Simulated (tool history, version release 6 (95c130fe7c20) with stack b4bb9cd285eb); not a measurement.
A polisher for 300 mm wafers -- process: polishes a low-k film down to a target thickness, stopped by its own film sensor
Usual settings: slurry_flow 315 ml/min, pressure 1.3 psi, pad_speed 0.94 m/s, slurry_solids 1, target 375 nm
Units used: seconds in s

run	hour	slurry_flow	pressure	pad_speed	slurry_solids	target	incoming thickness of the incoming film, nm	seconds
1	0	315	1.3	0.94	1	375	406.4	122.2
2	43.3	315	1.3	0.94	1	375	403.9	117.4
3	106.3	315	1.3	1.12	1	375	409.9	119.1
# hour 142.5: slurry blender recalibrated
# hour 155.7: head pressure recalibrated
# hour 183.8: worn pad replaced by a new one
# hour 257.8: conditioning disc replaced and pad reconditioned
4	282.1	315	1.3	1.12	1	375	412.7	127.6
5	317.9	315	1.3	1.12	1	375	410.8	124.3
6	378.3	315	1.3	0.94	1	375	406.5	123.6
# hour 383.2: worn pad replaced by a new one
7	407.2	275	1.6	0.94	1	375	403.1	96.1
# hour 447.8: slurry nozzle cleaned
8	453.1	275	1.6	0.94	1	375	407.9	110.9
# hour 462.9: slurry blender recalibrated
9	522	315	1.3	0.94	1	375	404.9	121.7
10	546.3	315	1.3	0.94	1	375	408.6	135.7
11	576.8	395	1.3	0.76	0.8	365	404.5	205.3
# hour 581.8: worn pad replaced by a new one
# hour 591.8: head pressure recalibrated
# hour 634.2: conditioning disc replaced and pad reconditioned
12	639.8	315	1.3	0.94	1	364	410.2	179.4
13	680.2	315	1.3	0.94	1	365	407.4	166.6
# hour 732.1: slurry blender recalibrated
14	741.8	220	1.3	0.94	1	375	404.2	123.7
15	767.5	315	1.3	1.2	1	375	405.2	102
# hour 794.3: worn pad replaced by a new one
16	837.9	315	1.3	0.94	0.8	375	403.9	131.5
17	874.9	315	1.1	0.78	0.7	375	404.7	197.6
18	941.8	315	1.3	0.94	1	375	412.2	148
# hour 963.9: head pressure recalibrated
# hour 991.4: worn pad replaced by a new one
19	1009.2	315	1.3	0.94	1	375	408.3	135.4
# hour 1030.3: slurry blender recalibrated
# hour 1051.4: conditioning disc replaced and pad reconditioned
20	1060.8	270	1	0.94	1	370	402.8	170

3 options for the next run, each taken on its own from the tool as it stands now. Forecast them:
A	1061.3	315	1.3	0.94	0.85	375	418.2	?
B	1061.3	315	1.3	0.94	1.2	375	418.2	?
C	1061.3	315	1.3	0.76	1.15	375	418.2	?

run	seconds
A	185.7
B	155.2
C	187.6
The same runs, with their run-to-run variation unchanged, on a tool lacking any hidden condition would have given:
run	seconds
A	185.7
B	155.2
C	187.6

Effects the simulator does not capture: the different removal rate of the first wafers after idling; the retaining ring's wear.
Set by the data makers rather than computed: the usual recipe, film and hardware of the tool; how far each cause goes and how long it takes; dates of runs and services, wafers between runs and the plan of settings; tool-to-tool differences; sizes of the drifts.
